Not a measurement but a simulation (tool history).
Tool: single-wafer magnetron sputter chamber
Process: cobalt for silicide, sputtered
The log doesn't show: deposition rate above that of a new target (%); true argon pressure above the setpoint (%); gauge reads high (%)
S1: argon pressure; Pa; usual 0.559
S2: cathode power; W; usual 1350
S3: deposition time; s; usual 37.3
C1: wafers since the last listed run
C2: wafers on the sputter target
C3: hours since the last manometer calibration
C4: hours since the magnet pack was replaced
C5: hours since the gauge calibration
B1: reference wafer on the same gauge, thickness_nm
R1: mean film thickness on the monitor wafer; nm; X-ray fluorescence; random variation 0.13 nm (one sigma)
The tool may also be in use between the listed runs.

run      day     S1    S2    S3    C1     C2      C3      C4      C5      B1      R1
  1        0  0.559  1350  37.3     0  21121   230.7  9233.9    32.9  21.203  22.327
  2      3.4  0.559  1350  37.3  2435  23556   312.3  9315.5   114.5  21.199  21.813
       4.475  -- sputter target and shields replaced
  3    6.892  0.559  1350  37.3  2262   1730   396.1  9399.3   198.3  21.204  23.069
       7.979  -- magnet pack replaced
  4    8.683  0.559  1350  40.6  1044   2775   439.1    16.9   241.3  21.207   24.93
  5   11.679  0.559  1450  37.3  2145   4920     511    88.8   313.2  21.186  24.993
  6   15.079  0.559  1450  37.3  2435   7356   592.6   170.4   394.8  21.201  25.023
  7   17.654  0.559  1450  37.3  1844   9200   654.4   232.2   456.6  21.199  24.791
  8   19.817  0.559  1350  37.3  1548  10749   706.3   284.1   508.5  21.177  23.229
  9     23.4  0.559  1350  37.3  2566  13315   792.3   370.1   594.5  21.205  23.079
 10   28.917  0.559  1350  37.3  3951  17267   924.7   502.5   726.9  21.213  22.852
 11   30.767  0.559  1350  37.3  1325  18592   969.1   546.9   771.3  21.226  22.589
 12   33.262  0.559  1100  43.9  1787  20379    1029   606.8   831.2  21.198   21.65
      38.429  -- sputter target and shields replaced
 13   45.025  0.559  1350  37.3  8186   4723  1311.3   889.1  1113.5  21.219  23.499
 14   48.888  0.559  1350  37.3  2766   7490    1404   981.8  1206.2  21.208  23.592
 15   59.533  0.559  1450  37.3  7624  15115  1659.5  1237.3  1461.7  21.185  24.755
      61.854  -- capacitance manometer re-zeroed and calibrated
 16   62.333  0.622  1700  37.3  1766  16881    11.5  1304.5  1528.9  21.199   27.17
 17   66.421  0.708  1600  43.7  2927  19809   109.6  1402.6    1627    21.2  28.471
 18    69.75  0.342  1350  43.3  2384  22194   189.5  1482.5  1706.9  21.175  28.022
      71.079  -- sputter target and shields replaced
 19   76.154  0.361  1350  40.5  4348   3633   343.2  1636.2  1860.6  21.191  27.064
 20   80.188  0.782  1200    30  2888   6522     440    1733  1957.4  21.218  14.666
 21   83.729  0.559  1350  37.3  2536   9058     525    1818  2042.4  21.216  22.624
 22   85.354  0.696  1350  43.4  1163  10222     564    1857  2081.4  21.203  24.671
 23   87.675  0.559  1150  37.3  1662  11885   619.7  1912.7  2137.1  21.199  19.128
 24   89.575  0.484  1350  35.4  1360  13246   665.3  1958.3  2182.7  21.204  22.343
 25   93.538  0.466  1450  32.4  2838  16084   760.4  2053.4  2277.8  21.184  21.739
 26   95.917    0.4  1350  39.4  1704  17788   817.5  2110.5  2334.9  21.206  25.272
 27   98.375  0.348  1650  35.2  1760  19548   876.5  2169.5  2393.9  21.202  27.924
 28  104.108  0.637  1100  33.3  4106  23655  1014.1  2307.1  2531.5  21.204  15.389
 29  106.875  0.559  1500  37.3  1981  25637  1080.5  2373.5  2597.9  21.203   24.09
     107.342  -- sputter target and shields replaced
 30  111.108  0.405  1350  33.3  2793   2696  1182.1  2475.1  2699.5  21.212  22.093
 31   113.15  0.559  1600    41  1462   4158  1231.1  2524.1  2748.5  21.218  30.405
 32   116.65  0.559  1350  33.8  2506   6665  1315.1  2608.1  2832.5  21.206  21.074
 33   118.45  0.559  1350  32.4  1289   7954  1358.3  2651.3  2875.7  21.184  20.071
 34    121.2  0.559  1350  33.8  1969   9924  1424.3  2717.3  2941.7  21.214  20.777

4 ways to go on from here, each from the tool as it stands after run 34. What would each give?
  A  121.217  0.754  1350  37.3  11  9936  1424.7  2717.7  2942.1   ?   ?
  B  121.217  0.727  1200  37.3  11  9936  1424.7  2717.7  2942.1   ?   ?
  C  121.217  0.361  1550  31.8  11  9936  1424.7  2717.7  2942.1   ?   ?
  D  121.217  0.559  1150  34.6  11  9936  1424.7  2717.7  2942.1   ?   ?

run      B1      R1
  A  21.192  21.361
  B  21.192  19.184
  C  21.192  24.391
  D  21.192    18.2
Without the tool's hidden state the same runs would have given:
run      R1
  A  21.085
  B  18.956
  C  24.467
  D  18.104
